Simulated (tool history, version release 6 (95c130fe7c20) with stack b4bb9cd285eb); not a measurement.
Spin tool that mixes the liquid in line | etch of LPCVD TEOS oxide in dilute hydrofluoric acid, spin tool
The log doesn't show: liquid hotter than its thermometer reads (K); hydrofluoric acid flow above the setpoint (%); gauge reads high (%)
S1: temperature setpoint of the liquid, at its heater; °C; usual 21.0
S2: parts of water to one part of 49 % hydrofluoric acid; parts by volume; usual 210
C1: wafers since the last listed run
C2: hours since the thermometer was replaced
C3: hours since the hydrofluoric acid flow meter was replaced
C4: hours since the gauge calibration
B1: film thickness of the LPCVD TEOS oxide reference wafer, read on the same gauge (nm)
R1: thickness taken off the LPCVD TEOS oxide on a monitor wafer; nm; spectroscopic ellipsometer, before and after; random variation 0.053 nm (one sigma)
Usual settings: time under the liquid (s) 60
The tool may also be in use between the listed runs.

run 1 day=0.000 | S1=21.0 S2=210 time_under_the_liquid_(s)=45 | C1=0 C2=772.0 C3=1289.0 C4=1564.3 | B1=66.95 | R1=5.04
run 2 day=1.383 | S1=21.0 S2=240 time_under_the_liquid_(s)=60 | C1=411 C2=805.2 C3=1322.2 C4=1597.5 | B1=66.86 | R1=5.74
run 3 day=3.500 | S1=21.0 S2=210 time_under_the_liquid_(s)=60 | C1=630 C2=856.0 C3=1373.0 C4=1648.3 | B1=66.67 | R1=6.56
run 4 day=4.658 | S1=21.0 S2=210 time_under_the_liquid_(s)=60 | C1=344 C2=883.8 C3=1400.8 C4=1676.1 | B1=66.56 | R1=6.57
run 5 day=7.367 | S1=21.0 S2=210 time_under_the_liquid_(s)=60 | C1=806 C2=948.8 C3=1465.8 C4=1741.1 | B1=66.31 | R1=6.60
-- day=8.062 thermometer replaced
run 6 day=8.521 | S1=21.0 S2=210 time_under_the_liquid_(s)=60 | C1=331 C2=11.0 C3=1493.5 C4=1768.8 | B1=66.22 | R1=6.71
-- day=8.867 gauge calibrated
run 7 day=10.450 | S1=21.0 S2=210 time_under_the_liquid_(s)=60 | C1=574 C2=57.3 C3=1539.8 C4=38.0 | B1=69.55 | R1=6.89
run 8 day=12.408 | S1=21.0 S2=210 time_under_the_liquid_(s)=80 | C1=582 C2=104.3 C3=1586.8 C4=85.0 | B1=69.54 | R1=9.29
-- day=13.775 hydrofluoric acid flow meter replaced
run 9 day=14.817 | S1=21.0 S2=210 time_under_the_liquid_(s)=60 | C1=704 C2=162.1 C3=25.0 C4=142.8 | B1=69.51 | R1=6.98
run 10 day=17.658 | S1=21.0 S2=210 time_under_the_liquid_(s)=60 | C1=845 C2=230.3 C3=93.2 C4=211.0 | B1=69.50 | R1=6.94
run 11 day=18.967 | S1=21.0 S2=210 time_under_the_liquid_(s)=60 | C1=389 C2=261.7 C3=124.6 C4=242.4 | B1=69.49 | R1=6.89
run 12 day=19.992 | S1=21.0 S2=210 time_under_the_liquid_(s)=60 | C1=305 C2=286.3 C3=149.2 C4=267.0 | B1=69.45 | R1=6.91
run 13 day=22.742 | S1=21.0 S2=210 time_under_the_liquid_(s)=40 | C1=818 C2=352.3 C3=215.2 C4=333.0 | B1=69.42 | R1=4.66
run 14 day=25.688 | S1=21.0 S2=210 time_under_the_liquid_(s)=40 | C1=876 C2=423.0 C3=285.9 C4=403.7 | B1=69.37 | R1=4.60
run 15 day=26.717 | S1=19.0 S2=210 time_under_the_liquid_(s)=60 | C1=306 C2=447.7 C3=310.6 C4=428.4 | B1=69.34 | R1=6.47
run 16 day=27.850 | S1=21.0 S2=135 time_under_the_liquid_(s)=45 | C1=337 C2=474.9 C3=337.8 C4=455.6 | B1=69.34 | R1=8.78
run 17 day=28.962 | S1=21.0 S2=210 time_under_the_liquid_(s)=60 | C1=331 C2=501.6 C3=364.5 C4=482.3 | B1=69.31 | R1=6.86
run 18 day=30.708 | S1=21.0 S2=130 time_under_the_liquid_(s)=50 | C1=519 C2=543.5 C3=406.4 C4=524.2 | B1=69.25 | R1=10.06
run 19 day=33.229 | S1=19.0 S2=110 time_under_the_liquid_(s)=80 | C1=750 C2=604.0 C3=466.9 C4=584.7 | B1=69.18 | R1=17.71
run 20 day=35.675 | S1=18.5 S2=120 time_under_the_liquid_(s)=35 | C1=728 C2=662.7 C3=525.6 C4=643.4 | B1=69.08 | R1=7.05
run 21 day=38.333 | S1=21.0 S2=180 time_under_the_liquid_(s)=60 | C1=791 C2=726.5 C3=589.4 C4=707.2 | B1=68.99 | R1=8.23
-- day=39.004 thermometer replaced
run 22 day=39.942 | S1=17.0 S2=135 time_under_the_liquid_(s)=90 | C1=466 C2=22.5 C3=628.0 C4=745.8 | B1=68.95 | R1=14.62

The next listed run, before its measurement:
run 23 day=41.617 | S1=21.0 S2=210 time_under_the_liquid_(s)=80 | C1=498 C2=62.7 C3=668.2 C4=786.0 | B1=? | R1=?

B1: 68.86
R1: 9.14 nm
Without the tool's hidden state the same run would have given R1 9.29 nm.
